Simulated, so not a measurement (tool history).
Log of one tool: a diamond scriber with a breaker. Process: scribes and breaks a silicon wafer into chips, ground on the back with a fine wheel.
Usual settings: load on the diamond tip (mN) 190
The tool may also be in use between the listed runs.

| run | hour | load on the diamond tip (mN) | incoming depth of the damage left on the back of the incoming wafer, um | depth of the median crack under the scribed line (um) | chips rejected at inspection after the break (%) |
|---|---|---|---|---|---|
| 1 | 0 | 221 | 2.71 | 11.4 | 4.75 |
| 2 | 12.2 | 221 | 1.73 | 11.27 | 4.32 |
| 3 | 28.7 | 221 | 2.73 | 11.41 | 4.73 |
| 4 | 40.9 | 190 | 1.76 | 10.19 | 10.35 |
| 5 | 52.1 | 190 | 2.49 | 10.09 | 10.58 |
| 6 | 60.8 | 190 | 1.79 | 10.29 | 10.29 |
|  | 74.9 | load on the tip recalibrated |
| 7 | 77.3 | 190 | 2.63 | 10.13 | 11.65 |
| 8 | 91.3 | 148 | 1.68 | 8.45 | 29.44 |
| 9 | 102.4 | 232 | 2.69 | 11.51 | 3.56 |
|  | 107.5 | diamond tip replaced by a new one |
| 10 | 117.9 | 151 | 2.4 | 10.56 | 7.7 |
| 11 | 135.2 | 190 | 2.44 | 12.28 | 2.11 |
| 12 | 152.4 | 174 | 2.46 | 11.4 | 3.61 |
| 13 | 166.2 | 190 | 1.94 | 12.37 | 1.88 |
| 14 | 178.5 | 209 | 2.28 | 12.92 | 1.88 |

Forecast each of these 5 alternatives for the next run:
| A | 179.2 | 166 | 1.51 | ? | ? |
| B | 179.2 | 234 | 1.51 | ? | ? |
| C | 179.2 | 142 | 1.51 | ? | ? |
| D | 179.2 | 204 | 1.51 | ? | ? |
| E | 179.2 | 208 | 1.51 | ? | ? |

| run | depth of the median crack under the scribed line (um) | chips rejected at inspection after the break (%) |
|---|---|---|
| A | 10.96 | 4.88 |
| B | 13.95 | 3.38 |
| C | 9.8 | 12.17 |
| D | 12.67 | 1.48 |
| E | 12.85 | 1.55 |
Without the tool's hidden state the same runs would have given:
| run | depth of the median crack under the scribed line (um) | chips rejected at inspection after the break (%) |
|---|---|---|
| A | 11.43 | 3.14 |
| B | 14.55 | 5.22 |
| C | 10.22 | 9.01 |
| D | 13.22 | 1.91 |
| E | 13.4 | 2.18 |

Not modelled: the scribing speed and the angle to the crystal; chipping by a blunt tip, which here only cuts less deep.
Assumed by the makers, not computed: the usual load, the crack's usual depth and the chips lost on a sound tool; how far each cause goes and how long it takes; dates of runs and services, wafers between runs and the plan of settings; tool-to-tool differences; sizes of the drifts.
